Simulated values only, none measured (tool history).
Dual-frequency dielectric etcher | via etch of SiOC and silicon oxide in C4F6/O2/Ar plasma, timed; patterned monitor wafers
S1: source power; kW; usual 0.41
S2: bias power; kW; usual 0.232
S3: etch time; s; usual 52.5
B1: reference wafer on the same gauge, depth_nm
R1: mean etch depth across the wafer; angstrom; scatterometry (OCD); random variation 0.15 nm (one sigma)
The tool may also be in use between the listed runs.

run     day    S1     S2    S3    B1   R1
  1       0  0.41  0.232  52.5  57.6  649
  2   2.038  0.41  0.232  52.5  57.6  652
  3   6.312  0.41  0.232  52.5  57.6  644
      9.246  -- wet clean of the chamber
  4   9.267  0.41  0.232  52.5  57.6  658
  5  21.567  0.41  0.232  52.5  57.6  650
  6  25.225  0.41  0.232  52.5  57.6  647
     28.375  -- wet clean of the chamber
  7  28.492  0.41  0.232  52.5  57.6  658
     29.908  -- upper electrode replaced, of another model than before
  8  31.125  0.41  0.232  52.5  57.6  655
  9  33.129  0.41  0.232  52.5  57.6  656
     36.229  -- bias power generator calibrated
 10  37.446  0.41  0.232  52.5  57.6  651
 11  41.196  0.41  0.232  52.5  57.6  647
 12  44.562  0.33  0.232  52.5  57.6  594
 13    47.8  0.33  0.232  52.5  57.6  592
     50.412  -- wet clean of the chamber
     50.583  -- gauge calibrated
 14  51.796  0.33  0.232  52.5  57.6  603
 15  53.562  0.45  0.232  52.5  57.6  682
 16  57.712  0.41  0.191  43.5  57.6  489
 17  59.738  0.34  0.232    41  57.6  474
 18   61.95  0.34  0.232  52.5  57.6  603
     63.179  -- source power generator calibrated
 19  63.646  0.41  0.232  52.5  57.6  647
 20  65.875  0.47  0.257    63  57.6  861
 21  69.425  0.34  0.232  52.5  57.6  598
     71.908  -- wet clean of the chamber
 22  71.954  0.41  0.266  38.5  57.6  519
 23  75.833  0.48  0.182    61  57.6  711
 24  80.012  0.41  0.276    43  57.6  584
 25  81.588  0.41  0.284  40.5  57.6  558
 26  83.696  0.41  0.232  52.5  57.6  652
 27  85.817  0.46  0.232  52.5  57.6  678
 28  88.088  0.41  0.232  52.5  57.6  644
 29  91.571  0.41  0.232  52.5  57.6  643
     94.638  -- wet clean of the chamber
 30  95.967  0.41  0.232    41  57.6  514

3 ways to go on from here, each from the tool as it stands after run 30. What would each give?
  A  95.983  0.41  0.232  52.5   ?   ?
  B  95.983  0.31  0.193    45   ?   ?
  C  95.983  0.41  0.197  52.5   ?   ?

run    B1   R1
  A  57.6  657
  B  57.6  457
  C  57.6  603
Without the tool's hidden state the same runs would have given:
run   R1
  A  658
  B  458
  C  604

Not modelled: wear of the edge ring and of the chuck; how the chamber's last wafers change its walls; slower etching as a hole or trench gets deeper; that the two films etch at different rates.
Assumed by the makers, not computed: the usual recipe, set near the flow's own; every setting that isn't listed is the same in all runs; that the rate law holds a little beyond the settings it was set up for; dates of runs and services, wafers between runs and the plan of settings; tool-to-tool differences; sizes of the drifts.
